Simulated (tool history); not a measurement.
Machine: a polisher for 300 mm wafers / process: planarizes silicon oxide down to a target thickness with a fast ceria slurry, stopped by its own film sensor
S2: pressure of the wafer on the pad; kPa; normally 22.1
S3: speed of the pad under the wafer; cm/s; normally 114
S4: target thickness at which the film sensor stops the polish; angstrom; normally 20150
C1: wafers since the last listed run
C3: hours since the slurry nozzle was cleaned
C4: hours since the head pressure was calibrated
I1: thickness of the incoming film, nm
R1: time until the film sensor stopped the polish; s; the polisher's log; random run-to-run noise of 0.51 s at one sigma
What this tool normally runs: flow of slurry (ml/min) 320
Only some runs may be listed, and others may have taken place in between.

{"run": 1, "hour": 0.0, "flow of slurry (ml/min)": 320, "S2": 22.1, "S3": 114, "S4": 20150, "C1": 0, "wafers polished on this pad": 721, "C3": 333.8, "C4": 448.1, "I1": 3133.5, "R1": 53.0}
{"hour": 7.8, "done": "worn pad replaced by a new one"}
{"run": 2, "hour": 12.7, "flow of slurry (ml/min)": 320, "S2": 22.1, "S3": 114, "S4": 20150, "C1": 52, "wafers polished on this pad": 29, "C3": 346.5, "C4": 460.8, "I1": 3091.6, "R1": 45.5}
{"run": 3, "hour": 21.7, "flow of slurry (ml/min)": 320, "S2": 22.1, "S3": 114, "S4": 20150, "C1": 54, "wafers polished on this pad": 83, "C3": 355.5, "C4": 469.8, "I1": 3117.6, "R1": 47.4}
{"run": 4, "hour": 36.0, "flow of slurry (ml/min)": 320, "S2": 22.1, "S3": 114, "S4": 20150, "C1": 86, "wafers polished on this pad": 169, "C3": 369.8, "C4": 484.1, "I1": 3129.1, "R1": 49.0}
{"run": 5, "hour": 44.3, "flow of slurry (ml/min)": 320, "S2": 22.1, "S3": 114, "S4": 20150, "C1": 50, "wafers polished on this pad": 219, "C3": 378.1, "C4": 492.4, "I1": 3102.6, "R1": 50.0}
{"run": 6, "hour": 50.4, "flow of slurry (ml/min)": 320, "S2": 22.1, "S3": 114, "S4": 20150, "C1": 36, "wafers polished on this pad": 256, "C3": 384.2, "C4": 498.5, "I1": 3149.5, "R1": 51.9}
{"run": 7, "hour": 67.0, "flow of slurry (ml/min)": 320, "S2": 22.1, "S3": 114, "S4": 20150, "C1": 100, "wafers polished on this pad": 356, "C3": 400.8, "C4": 515.1, "I1": 3075.4, "R1": 48.7}
{"run": 8, "hour": 76.9, "flow of slurry (ml/min)": 320, "S2": 22.1, "S3": 114, "S4": 20150, "C1": 59, "wafers polished on this pad": 416, "C3": 410.7, "C4": 525.0, "I1": 3131.2, "R1": 51.3}
{"run": 9, "hour": 92.8, "flow of slurry (ml/min)": 320, "S2": 22.1, "S3": 114, "S4": 20150, "C1": 95, "wafers polished on this pad": 512, "C3": 426.6, "C4": 540.9, "I1": 3124.7, "R1": 53.3}
{"run": 10, "hour": 106.0, "flow of slurry (ml/min)": 320, "S2": 25.5, "S3": 114, "S4": 20150, "C1": 79, "wafers polished on this pad": 592, "C3": 439.8, "C4": 554.1, "I1": 3110.5, "R1": 45.1}
{"run": 11, "hour": 119.9, "flow of slurry (ml/min)": 320, "S2": 25.5, "S3": 114, "S4": 20150, "C1": 83, "wafers polished on this pad": 675, "C3": 453.7, "C4": 568.0, "I1": 3153.2, "R1": 47.3}
{"run": 12, "hour": 130.3, "flow of slurry (ml/min)": 320, "S2": 25.5, "S3": 114, "S4": 20150, "C1": 62, "wafers polished on this pad": 738, "C3": 464.1, "C4": 578.4, "I1": 3186.2, "R1": 48.3}
{"hour": 135.6, "done": "worn pad replaced by a new one"}
{"run": 13, "hour": 143.7, "flow of slurry (ml/min)": 320, "S2": 22.1, "S3": 114, "S4": 20150, "C1": 56, "wafers polished on this pad": 48, "C3": 477.5, "C4": 591.8, "I1": 3135.8, "R1": 47.5}
{"run": 14, "hour": 157.5, "flow of slurry (ml/min)": 320, "S2": 22.1, "S3": 114, "S4": 20150, "C1": 83, "wafers polished on this pad": 131, "C3": 491.3, "C4": 605.6, "I1": 3182.7, "R1": 51.9}
{"hour": 161.3, "done": "head pressure recalibrated"}
{"run": 15, "hour": 175.3, "flow of slurry (ml/min)": 320, "S2": 22.1, "S3": 114, "S4": 20150, "C1": 95, "wafers polished on this pad": 227, "C3": 509.1, "C4": 14.0, "I1": 3120.2, "R1": 49.7}
{"run": 16, "hour": 182.0, "flow of slurry (ml/min)": 320, "S2": 22.1, "S3": 114, "S4": 20150, "C1": 40, "wafers polished on this pad": 267, "C3": 515.8, "C4": 20.7, "I1": 3136.8, "R1": 51.2}
{"run": 17, "hour": 191.1, "flow of slurry (ml/min)": 355, "S2": 22.1, "S3": 152, "S4": 20150, "C1": 54, "wafers polished on this pad": 322, "C3": 524.9, "C4": 29.8, "I1": 3152.2, "R1": 38.3}
{"run": 18, "hour": 204.5, "flow of slurry (ml/min)": 320, "S2": 22.1, "S3": 114, "S4": 23290, "C1": 80, "wafers polished on this pad": 403, "C3": 538.3, "C4": 43.2, "I1": 3089.3, "R1": 35.4}
{"run": 19, "hour": 212.9, "flow of slurry (ml/min)": 320, "S2": 24.1, "S3": 114, "S4": 18170, "C1": 50, "wafers polished on this pad": 453, "C3": 546.7, "C4": 51.6, "I1": 3110.4, "R1": 56.2}
{"hour": 236.8, "done": "worn pad replaced by a new one"}
{"hour": 256.2, "done": "slurry nozzle cleaned"}
{"run": 20, "hour": 263.0, "flow of slurry (ml/min)": 320, "S2": 22.1, "S3": 114, "S4": 20150, "C1": 271, "wafers polished on this pad": 152, "C3": 6.8, "C4": 101.7, "I1": 3158.5, "R1": 51.0}
{"run": 21, "hour": 273.6, "flow of slurry (ml/min)": 235, "S2": 29.0, "S3": 88, "S4": 23780, "C1": 63, "wafers polished on this pad": 216, "C3": 17.4, "C4": 112.3, "I1": 3145.2, "R1": 35.9}
{"run": 22, "hour": 286.6, "flow of slurry (ml/min)": 350, "S2": 15.2, "S3": 114, "S4": 22650, "C1": 78, "wafers polished on this pad": 294, "C3": 30.4, "C4": 125.3, "I1": 3082.7, "R1": 51.3}
{"run": 23, "hour": 294.7, "flow of slurry (ml/min)": 255, "S2": 24.8, "S3": 74, "S4": 22430, "C1": 48, "wafers polished on this pad": 343, "C3": 38.5, "C4": 133.4, "I1": 3121.3, "R1": 55.6}
{"run": 24, "hour": 312.4, "flow of slurry (ml/min)": 320, "S2": 22.1, "S3": 130, "S4": 20150, "C1": 106, "wafers polished on this pad": 450, "C3": 56.2, "C4": 151.1, "I1": 3155.9, "R1": 47.3}
{"run": 25, "hour": 327.6, "flow of slurry (ml/min)": 320, "S2": 22.1, "S3": 142, "S4": 22190, "C1": 91, "wafers polished on this pad": 541, "C3": 71.4, "C4": 166.3, "I1": 3120.4, "R1": 33.7}
{"run": 26, "hour": 340.4, "flow of slurry (ml/min)": 290, "S2": 26.2, "S3": 92, "S4": 18580, "C1": 77, "wafers polished on this pad": 619, "C3": 84.2, "C4": 179.1, "I1": 3146.5, "R1": 65.1}
{"run": 27, "hour": 348.2, "flow of slurry (ml/min)": 320, "S2": 18.6, "S3": 142, "S4": 20150, "C1": 47, "wafers polished on this pad": 666, "C3": 92.0, "C4": 186.9, "I1": 3119.0, "R1": 48.3}
{"hour": 355.6, "done": "worn pad replaced by a new one"}
{"run": 28, "hour": 364.9, "flow of slurry (ml/min)": 255, "S2": 15.2, "S3": 114, "S4": 20150, "C1": 76, "wafers polished on this pad": 55, "C3": 108.7, "C4": 203.6, "I1": 3102.2, "R1": 63.8}
{"run": 29, "hour": 379.6, "flow of slurry (ml/min)": 320, "S2": 22.1, "S3": 94, "S4": 20150, "C1": 88, "wafers polished on this pad": 144, "C3": 123.4, "C4": 218.3, "I1": 3109.5, "R1": 58.0}
{"run": 30, "hour": 387.2, "flow of slurry (ml/min)": 320, "S2": 22.1, "S3": 82, "S4": 20150, "C1": 45, "wafers polished on this pad": 190, "C3": 131.0, "C4": 225.9, "I1": 3144.3, "R1": 70.4}
{"run": 31, "hour": 401.1, "flow of slurry (ml/min)": 320, "S2": 22.1, "S3": 114, "S4": 20150, "C1": 83, "wafers polished on this pad": 274, "C3": 144.9, "C4": 239.8, "I1": 3089.3, "R1": 48.1}
{"run": 32, "hour": 408.5, "flow of slurry (ml/min)": 320, "S2": 22.1, "S3": 114, "S4": 20150, "C1": 44, "wafers polished on this pad": 318, "C3": 152.3, "C4": 247.2, "I1": 3167.8, "R1": 52.5}
{"run": 33, "hour": 424.8, "flow of slurry (ml/min)": 320, "S2": 29.0, "S3": 114, "S4": 20150, "C1": 98, "wafers polished on this pad": 417, "C3": 168.6, "C4": 263.5, "I1": 3174.0, "R1": 42.0}
{"run": 34, "hour": 437.3, "flow of slurry (ml/min)": 260, "S2": 19.3, "S3": 154, "S4": 17440, "C1": 75, "wafers polished on this pad": 492, "C3": 181.1, "C4": 276.0, "I1": 3092.3, "R1": 52.3}
{"run": 35, "hour": 455.2, "flow of slurry (ml/min)": 320, "S2": 22.1, "S3": 114, "S4": 20150, "C1": 107, "wafers polished on this pad": 600, "C3": 199.0, "C4": 293.9, "I1": 3150.8, "R1": 52.7}
{"hour": 462.4, "done": "worn pad replaced by a new one"}
{"run": 36, "hour": 466.8, "flow of slurry (ml/min)": 320, "S2": 22.1, "S3": 114, "S4": 20150, "C1": 45, "wafers polished on this pad": 26, "C3": 210.6, "C4": 305.5, "I1": 3099.6, "R1": 45.3}
{"run": 37, "hour": 483.7, "flow of slurry (ml/min)": 320, "S2": 22.1, "S3": 114, "S4": 20150, "C1": 101, "wafers polished on this pad": 128, "C3": 227.5, "C4": 322.4, "I1": 3133.1, "R1": 48.6}

Hidden state at the last listed run before each entry between runs and at the first one after, where it differs:
From run 1 to run 2: worn pad replaced by a new one (hour 7.8)
  removal rate lost through wear of the pad, %: 12.4 -> 1.98
  difference, measured minus the result without the unlogged condition, R1: +6.6 -> +0.9 s
From run 12 to run 13: worn pad replaced by a new one (hour 135.6)
  removal rate lost through wear of the pad, %: 12.6 -> 3.14
  difference, measured minus the result without the unlogged condition, R1: +6.1 -> +1.5 s
From run 14 to run 15: head pressure recalibrated (hour 161.3)
  removal rate lost through wear of the pad, %: 6.29 -> 8.95
  difference, measured minus the result without the unlogged condition, R1: +3.3 -> +4.4 s
From run 19 to run 20: worn pad replaced by a new one (hour 236.8); slurry nozzle cleaned (hour 256.2)
  removal rate lost through wear of the pad, %: 11.7 -> 6.43
  difference, measured minus the result without the unlogged condition, R1: +6.5 -> +3.3 s
From run 27 to run 28: worn pad replaced by a new one (hour 355.6)
  removal rate lost through wear of the pad, %: 12 -> 3.29
  difference, measured minus the result without the unlogged condition, R1: +5.8 -> +2.1 s
From run 35 to run 36: worn pad replaced by a new one (hour 462.4)
  removal rate lost through wear of the pad, %: 12.3 -> 3.28
  difference, measured minus the result without the unlogged condition, R1: +6.5 -> +1.4 s
